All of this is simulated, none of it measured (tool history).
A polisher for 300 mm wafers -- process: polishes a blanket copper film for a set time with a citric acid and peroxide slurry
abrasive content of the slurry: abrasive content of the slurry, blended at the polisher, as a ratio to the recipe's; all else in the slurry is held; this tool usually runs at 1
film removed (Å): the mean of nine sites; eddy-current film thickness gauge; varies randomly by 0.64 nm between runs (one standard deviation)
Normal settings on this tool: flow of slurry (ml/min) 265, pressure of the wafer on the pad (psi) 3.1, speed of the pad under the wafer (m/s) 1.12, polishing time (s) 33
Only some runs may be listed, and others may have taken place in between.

run,hour,flow of slurry (ml/min),pressure of the wafer on the pad (psi),speed of the pad under the wafer (m/s),abrasive content of the slurry,polishing time (s),"incoming thickness of the incoming film, nm",film removed (Å)
1,0,265,3.1,1.12,0.8,33,883.7,753
2,16.2,265,3.1,1.12,1,33,886,796
3,44.8,265,3.1,1.12,1,33,896.8,787
4,62.6,265,3.1,1.12,1,28,899.2,664
5,83.2,265,3.1,1.12,1,28,892.4,699
6,118.7,265,3.1,1.12,1,28,888.5,694
7,134.6,265,3.1,1.12,1,33,896.6,821
8,170.1,265,3.1,1.12,1,33,894,807
9,263,265,3.1,1.12,1,33,893.3,797
10,294.1,200,3.1,1.12,1,33,881.2,755
11,314,200,3.1,1.12,1,33,890.5,757
12,348.9,225,3.1,1.12,1,28,885.4,648
13,364.1,320,3.9,1.12,0.9,39,894.4,1122
14,399.7,265,3.7,1.12,1,33,886.5,905
15,431.8,265,3.1,1.12,1,39,886.9,955
16,452.2,200,3.1,1.44,1.15,33,889.1,1042
17,480.4,265,3.1,1.12,1,28,900,691
18,513,265,3.1,1.12,0.75,33,885.2,759
19,541.9,265,3.1,0.92,0.8,43,889.5,823
20,627.3,265,3.1,1.12,1,25,907.5,593
21,643.7,265,3.1,1.12,1,33,887.7,784
22,658.9,265,3.1,0.76,0.85,33,901.5,513
23,684,265,3.1,1.12,1,33,881.7,767
24,768.4,265,3.1,1.12,1,33,900.4,823
25,794.6,295,2.2,1.12,1,33,889.3,592
26,810.4,200,4,1.4,1.2,33,878.2,1333
27,840.5,265,3.1,0.94,1,33,883.5,686
28,865.6,265,3.1,1.12,1,27,888.4,666
29,897.9,265,2.4,1.12,1,33,883.6,623

Withheld: 9 entries from between the runs. Position of each, and hidden state at the listed run before versus the listed run after:
Between runs 4 and 5: slurry blender recalibrated (hour 66.9)
  abrasive missing from the slurry, %: 20.9 -> 3.95
  the result without the hidden state subtracted from the measured one, film removed (Å): -39 -> -7
Between runs 8 and 9: worn pad replaced by a new one (hour 229.8); slurry nozzle cleaned (hour 248.7)
  abrasive missing from the slurry, %: 6.74 -> 14.2
  the result without the hidden state subtracted from the measured one, film removed (Å): -13 -> -30
Between runs 14 and 15: slurry blender recalibrated (hour 403.2); worn pad replaced by a new one (hour 427.9)
  abrasive missing from the slurry, %: 33.7 -> 5.07
  the result without the hidden state subtracted from the measured one, film removed (Å): -94 -> -12
Between runs 15 and 16: head pressure recalibrated (hour 451.4)
  abrasive missing from the slurry, %: 5.07 -> 5.49
  the result without the hidden state subtracted from the measured one, film removed (Å): -12 -> -15
Between runs 21 and 22: worn pad replaced by a new one (hour 655.2)
  abrasive missing from the slurry, %: 20.4 -> 22.4
  the result without the hidden state subtracted from the measured one, film removed (Å): -44 -> -32
Between runs 23 and 24: slurry blender recalibrated (hour 696.6)
  abrasive missing from the slurry, %: 26 -> 2.58
  the result without the hidden state subtracted from the measured one, film removed (Å): -57 -> -5
Between runs 27 and 28: worn pad replaced by a new one (hour 846.6)
  abrasive missing from the slurry, %: 6.76 -> 8.88
  the result without the hidden state subtracted from the measured one, film removed (Å): -12 -> -15
